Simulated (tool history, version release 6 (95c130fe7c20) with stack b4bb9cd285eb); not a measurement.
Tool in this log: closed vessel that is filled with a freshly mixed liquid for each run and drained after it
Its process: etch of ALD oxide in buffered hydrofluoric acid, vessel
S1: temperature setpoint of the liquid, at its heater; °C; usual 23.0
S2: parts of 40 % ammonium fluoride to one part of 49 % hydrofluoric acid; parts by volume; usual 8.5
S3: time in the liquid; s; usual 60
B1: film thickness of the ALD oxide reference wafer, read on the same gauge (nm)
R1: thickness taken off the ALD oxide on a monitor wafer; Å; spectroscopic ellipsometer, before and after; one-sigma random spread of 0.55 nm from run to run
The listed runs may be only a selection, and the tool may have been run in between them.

run	hour	S1	S2	S3	B1	R1
1	0.0	23.0	8.5	60	110.00	1103.8
2	11.5	23.0	8.5	60	110.00	1105.7
3	29.1	23.0	8.5	60	109.99	1094.6
4	37.5	23.0	8.5	60	109.99	1094.0
5	51.1	23.0	8.5	60	110.01	1103.2
6	61.0	23.0	8.5	60	110.01	1106.8
7	79.0	24.0	8.5	60	110.00	1163.4
8	88.4	23.0	8.5	60	110.00	1106.5
9	99.4	23.0	8.5	60	110.01	1100.0
10	108.5	24.5	10.5	60	109.97	962.6
11	121.3	24.5	10.5	60	110.00	960.4
12	138.6	24.5	10.5	60	110.00	970.9
13	145.2	23.0	10.5	45	110.01	661.3
14	167.4	23.0	10.5	45	110.00	666.4
15	175.1	23.0	10.5	45	110.01	673.5
16	191.9	23.0	9.5	60	110.00	983.1
17	205.7	23.0	9.5	70	109.99	1148.6
# hour 220.2: gauge calibrated
18	221.3	25.0	10.5	90	110.00	1492.0
19	235.0	23.0	9.5	60	109.99	987.0
20	249.6	20.5	5.5	40	109.99	954.4
21	267.3	23.0	10.5	60	110.01	888.2
22	316.9	23.0	12.0	85	109.98	1149.6
23	329.8	23.0	8.5	60	110.01	1117.3
# hour 337.1: hydrofluoric acid flow meter replaced
24	341.3	25.0	11.5	60	110.02	843.8
25	356.6	23.0	6.0	60	110.00	1381.2
26	364.8	19.0	10.5	60	109.98	662.9
# hour 367.5: thermometer replaced
27	379.8	23.0	8.5	60	110.01	987.1
28	390.5	24.5	8.5	60	109.99	1063.9
29	404.9	23.0	12.0	45	110.01	541.7
30	417.9	23.0	8.5	60	110.02	995.1
31	429.2	19.5	7.5	50	110.00	775.7
32	445.8	25.5	6.5	60	109.99	1481.5
33	467.9	23.0	8.5	85	110.00	1385.8
34	479.0	21.5	5.5	60	109.98	1373.0

Consider 4 possible next runs. They are alternatives, not a sequence: every one starts from the tool as it was left by run 34. What does each give?
A	479.7	23.0	8.5	60	?	?
B	479.7	18.5	8.5	80	?	?
C	479.7	26.5	8.5	40	?	?
D	479.7	20.0	6.5	30	?	?

run	B1	R1
A	109.99	992.1
B	109.99	1029.7
C	109.99	799.6
D	109.99	550.1
The same runs, with their run-to-run variation unchanged, on a tool lacking any hidden condition would have given:
run	R1
A	968.4
B	1005.0
C	780.5
D	539.5
